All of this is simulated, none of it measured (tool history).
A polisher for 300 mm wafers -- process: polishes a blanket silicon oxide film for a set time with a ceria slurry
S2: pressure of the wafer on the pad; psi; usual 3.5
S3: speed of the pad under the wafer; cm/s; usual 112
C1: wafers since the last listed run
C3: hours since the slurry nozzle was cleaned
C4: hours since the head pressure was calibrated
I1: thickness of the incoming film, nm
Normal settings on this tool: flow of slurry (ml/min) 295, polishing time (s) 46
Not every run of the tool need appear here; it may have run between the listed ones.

Run 1, hour 0: usual settings but S2 3.1 psi; C1 0; wafers polished on this pad 2410; C3 763.9; C4 58.1; I1 1774. Result: film removed (nm) 192.3.
At hour 16.8: slurry nozzle cleaned.
Run 2, hour 57.7: usual settings but S2 3.1 psi; C1 676; wafers polished on this pad 3086; C3 40.9; C4 115.8; I1 1747.4. Result: film removed (nm) 200.7.
Run 3, hour 130.5: usual settings; C1 868; wafers polished on this pad 3955; C3 113.7; C4 188.6; I1 1733.5. Result: film removed (nm) 224.
At hour 223.3: worn pad replaced by a new one.
Run 4, hour 223.8: usual settings but flow of slurry (ml/min) 255, S3 104 cm/s; C1 1065; wafers polished on this pad 6; C3 207; C4 281.9; I1 1739.6. Result: film removed (nm) 207.3.
Run 5, hour 282.6: usual settings but flow of slurry (ml/min) 255, S3 104 cm/s; C1 701; wafers polished on this pad 707; C3 265.8; C4 340.7; I1 1785.5. Result: film removed (nm) 204.3.
Run 6, hour 578.2: usual settings; C1 3525; wafers polished on this pad 4233; C3 561.4; C4 636.3; I1 1748.5. Result: film removed (nm) 234.1.
At hour 629: head pressure recalibrated.
Run 7, hour 639: usual settings; C1 701; wafers polished on this pad 4934; C3 622.2; C4 10; I1 1776.5. Result: film removed (nm) 245.4.
At hour 704: worn pad replaced by a new one.
Run 8, hour 704.5: usual settings; C1 733; wafers polished on this pad 5; C3 687.7; C4 75.5; I1 1787.8. Result: film removed (nm) 247.
Run 9, hour 750.3: usual settings; C1 546; wafers polished on this pad 552; C3 733.5; C4 121.3; I1 1772.7. Result: film removed (nm) 246.8.
At hour 762.7: slurry nozzle cleaned.
Run 10, hour 805.9: usual settings; C1 651; wafers polished on this pad 1203; C3 43.2; C4 176.9; I1 1768.6. Result: film removed (nm) 249.8.
Run 11, hour 863.3: usual settings; C1 684; wafers polished on this pad 1887; C3 100.6; C4 234.3; I1 1784.2. Result: film removed (nm) 249.
Run 12, hour 949.7: usual settings; C1 1030; wafers polished on this pad 2918; C3 187; C4 320.7; I1 1777.4. Result: film removed (nm) 250.
Run 13, hour 1040: usual settings; C1 1077; wafers polished on this pad 3995; C3 277.3; C4 411; I1 1756.3. Result: film removed (nm) 251.1.
Run 14, hour 1094.2: usual settings but S3 132 cm/s; C1 646; wafers polished on this pad 4641; C3 331.5; C4 465.2; I1 1763.1. Result: film removed (nm) 298.1.
At hour 1134.4: head pressure recalibrated, repeated, since the last time left the tool worse.
At hour 1178.9: worn pad replaced by a new one.
Run 15, hour 1196.8: usual settings but flow of slurry (ml/min) 375, S2 4.3 psi, S3 88 cm/s; C1 1152; wafers polished on this pad 213; C3 434.1; C4 62.4; I1 1778.4. Result: film removed (nm) 216.6.
Run 16, hour 1285.2: usual settings; C1 1054; wafers polished on this pad 1267; C3 522.5; C4 150.8; I1 1739. Result: film removed (nm) 221.2.
Run 17, hour 1338.8: usual settings; C1 639; wafers polished on this pad 1907; C3 576.1; C4 204.4; I1 1777.8. Result: film removed (nm) 229.8.
Run 18, hour 1401.8: usual settings but flow of slurry (ml/min) 340, polishing time (s) 52; C1 751; wafers polished on this pad 2658; C3 639.1; C4 267.4; I1 1784.5. Result: film removed (nm) 263.2.
At hour 1413.8: slurry nozzle cleaned.
Run 19, hour 1442.8: usual settings but flow of slurry (ml/min) 250, S2 2.7 psi, S3 96 cm/s, polishing time (s) 59; C1 477; wafers polished on this pad 3135; C3 29; C4 308.4; I1 1780.5. Result: film removed (nm) 195.9.
Run 20, hour 1517.3: usual settings; C1 888; wafers polished on this pad 4024; C3 103.5; C4 382.9; I1 1780.4. Result: film removed (nm) 226.1.
Run 21, hour 1611.2: usual settings but flow of slurry (ml/min) 230, S2 3.9 psi, S3 78 cm/s, polishing time (s) 61; C1 1119; wafers polished on this pad 5144; C3 197.4; C4 476.8; I1 1753.8. Result: film removed (nm) 232.2.
At hour 1682.4: worn pad replaced by a new one.
Run 22, hour 1707.7: usual settings but flow of slurry (ml/min) 390, S2 2.5 psi, S3 74 cm/s, polishing time (s) 55; C1 1103; wafers polished on this pad 301; C3 293.9; C4 573.3; I1 1785.7. Result: film removed (nm) 137.8.
Run 23, hour 1759.5: usual settings; C1 617; wafers polished on this pad 919; C3 345.7; C4 625.1; I1 1778.7. Result: film removed (nm) 232.7.
At hour 1961.8: head pressure recalibrated.
Run 24, hour 1970: usual settings but S3 130 cm/s, polishing time (s) 53; C1 2486; wafers polished on this pad 3406; C3 556.2; C4 8.2; I1 1763.9. Result: film removed (nm) 291.
Run 25, hour 2062.6: usual settings but flow of slurry (ml/min) 350, S2 2.4 psi, S3 130 cm/s, polishing time (s) 54; C1 1104; wafers polished on this pad 4510; C3 648.8; C4 100.8; I1 1795. Result: film removed (nm) 219.9.
At hour 2081.6: worn pad replaced by a new one.
Run 26, hour 2120.4: usual settings but flow of slurry (ml/min) 240, S2 4.4 psi; C1 641; wafers polished on this pad 462; C3 706.6; C4 158.6; I1 1793.8. Result: film removed (nm) 274.6.
Run 27, hour 2158.2: usual settings but flow of slurry (ml/min) 200, S2 2.6 psi; C1 450; wafers polished on this pad 913; C3 744.4; C4 196.4; I1 1772.8. Result: film removed (nm) 166.
At hour 2160.9: slurry nozzle cleaned.
Run 28, hour 2241: usual settings but flow of slurry (ml/min) 390, S2 3.8 psi, S3 100 cm/s; C1 975; wafers polished on this pad 1888; C3 80.1; C4 279.2; I1 1791. Result: film removed (nm) 222.3.

Entry by entry between the runs, the difference in hidden state between the last listed run before and the first listed run after:
From run 1 to run 2: slurry nozzle cleaned (hour 16.8)
  deviation of the head's pressure from its setpoint, %: -0.999 -> -0.366
  measured result minus the result with no hidden state, film removed (nm): -1.8 -> -0.7
From run 3 to run 4: worn pad replaced by a new one (hour 223.3)
  deviation of the head's pressure from its setpoint, %: 0.433 -> 1.46
  measured result minus the result with no hidden state, film removed (nm): +0.9 -> +2.8
From run 6 to run 7: head pressure recalibrated (hour 629)
  deviation of the head's pressure from its setpoint, %: 5.35 -> 10.2
  measured result minus the result with no hidden state, film removed (nm): +11 -> +21.2
From run 7 to run 8: worn pad replaced by a new one (hour 704)
  deviation of the head's pressure from its setpoint, %: 10.2 -> 11
  measured result minus the result with no hidden state, film removed (nm): +21.2 -> +22.7
From run 9 to run 10: slurry nozzle cleaned (hour 762.7)
  deviation of the head's pressure from its setpoint, %: 11.5 -> 12.1
  measured result minus the result with no hidden state, film removed (nm): +23.7 -> +25.1
From run 14 to run 15: head pressure recalibrated, repeated, since the last time left the tool worse (hour 1134.4); worn pad replaced by a new one (hour 1178.9)
  deviation of the head's pressure from its setpoint, %: 15.2 -> 0.465
  measured result minus the result with no hidden state, film removed (nm): +36.8 -> +0.9
From run 18 to run 19: slurry nozzle cleaned (hour 1413.8)
  deviation of the head's pressure from its setpoint, %: 2.71 -> 3.16
  measured result minus the result with no hidden state, film removed (nm): +6.5 -> +5.6
From run 21 to run 22: worn pad replaced by a new one (hour 1682.4)
  deviation of the head's pressure from its setpoint, %: 5.01 -> 6.07
  measured result minus the result with no hidden state, film removed (nm): +10.3 -> +7.3
From run 23 to run 24: head pressure recalibrated (hour 1961.8)
  deviation of the head's pressure from its setpoint, %: 6.64 -> -0.579
  measured result minus the result with no hidden state, film removed (nm): +13.4 -> -1.5
From run 25 to run 26: worn pad replaced by a new one (hour 2081.6)
  deviation of the head's pressure from its setpoint, %: 0.437 -> 1.07
  measured result minus the result with no hidden state, film removed (nm): +0.9 -> +2.7
From run 27 to run 28: slurry nozzle cleaned (hour 2160.9)
  deviation of the head's pressure from its setpoint, %: 1.49 -> 2.39
  measured result minus the result with no hidden state, film removed (nm): +2.2 -> +4.8
